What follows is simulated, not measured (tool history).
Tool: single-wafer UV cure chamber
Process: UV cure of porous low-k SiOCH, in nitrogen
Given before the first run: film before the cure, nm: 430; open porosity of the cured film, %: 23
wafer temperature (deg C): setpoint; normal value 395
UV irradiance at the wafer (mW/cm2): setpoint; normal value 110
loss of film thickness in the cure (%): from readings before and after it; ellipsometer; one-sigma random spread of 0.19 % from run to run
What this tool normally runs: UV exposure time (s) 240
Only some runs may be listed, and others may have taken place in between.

run   hour  wafer temperature (deg C)  UV exposure time (s)  UV irradiance at the wafer (mW/cm2)  loss of film thickness in the cure (%)
  1    0.0                        395                   240                                  110                                  11.831
  2   17.4                        395                   240                                  110                                  12.159
  3   33.5                        395                   240                                  110                                  11.559
  4   41.3                        395                   240                                  110                                  11.779
  5   51.2                        395                   240                                  110                                  11.843
  6   58.8                        395                   240                                  110                                  11.978
  7   72.7                        395                   240                                  110                                  11.534
  8   84.3                        380                   240                                  110                                  11.212
  9   91.7                        380                   240                                  110                                  11.351
 10  109.4                        380                   240                                  110                                  10.933
 11  117.7                        395                   315                                   91                                  11.474
 12  134.8                        395                   240                                  110                                  10.984
 13  152.6                        395                   240                                   94                                  10.339
     164.8  -- quartz window cleaned
 14  165.3                        395                   240                                   79                                  10.597
 15  176.2                        395                   240                                   79                                  10.519
 16  193.1                        395                   240                                   79                                  10.675
 17  210.8                        395                   240                                   95                                  11.666
 18  226.2                        395                   240                                   95                                  11.454
 19  237.2                        408                   295                                   85                                  12.147
 20  250.1                        408                   380                                  110                                  14.876
 21  256.2                        395                   240                                  110                                  12.342
 22  264.7                        402                   140                                  138                                  10.850
 23  278.0                        379                   240                                  110                                  11.634
 24  284.9                        395                   240                                   95                                  11.167
 25  296.0                        395                   240                                  141                                  13.293
     304.3  -- UV bulbs replaced
 26  304.8                        401                   110                                  149                                   9.739
 27  320.6                        380                   240                                  110                                  11.670
 28  336.2                        380                   240                                  110                                  11.222
 29  346.1                        395                   240                                  110                                  11.846
 30  361.0                        381                   355                                  110                                  13.417
 31  369.3                        389                   365                                  147                                  14.598
 32  383.1                        395                   240                                  110                                  11.290
 33  400.1                        409                   305                                   80                                  11.389
 34  412.9                        395                   240                                  110                                  11.310
 35  420.0                        376                   130                                  129                                   8.916
     428.6  -- quartz window cleaned
 36  435.5                        401                   175                                   96                                  10.076

Run by run, hidden condition taken away, random variation retained:
Hidden state at play: lamp output below its setpoint, %; transmission lost against a clean window, %.
run  loss of film thickness in the cure (%)
  1                                  12.162
  2                                  12.572
  3                                  12.024
  4                                  12.293
  5                                  12.414
  6                                  12.601
  7                                  12.219
  8                                  11.967
  9                                  12.169
 10                                  11.855
 11                                  12.471
 12                                  12.114
 13                                  11.635
 14                                  10.689
 15                                  10.613
 16                                  10.778
 17                                  11.791
 18                                  11.598
 19                                  12.313
 20                                  15.082
 21                                  12.554
 22                                  11.074
 23                                  11.898
 24                                  11.448
 25                                  13.632
 26                                  10.078
 27                                  12.096
 28                                  11.703
 29                                  12.398
 30                                  14.075
 31                                  15.299
 32                                  12.038
 33                                  12.275
 34                                  12.285
 35                                   9.894
 36                                  10.168
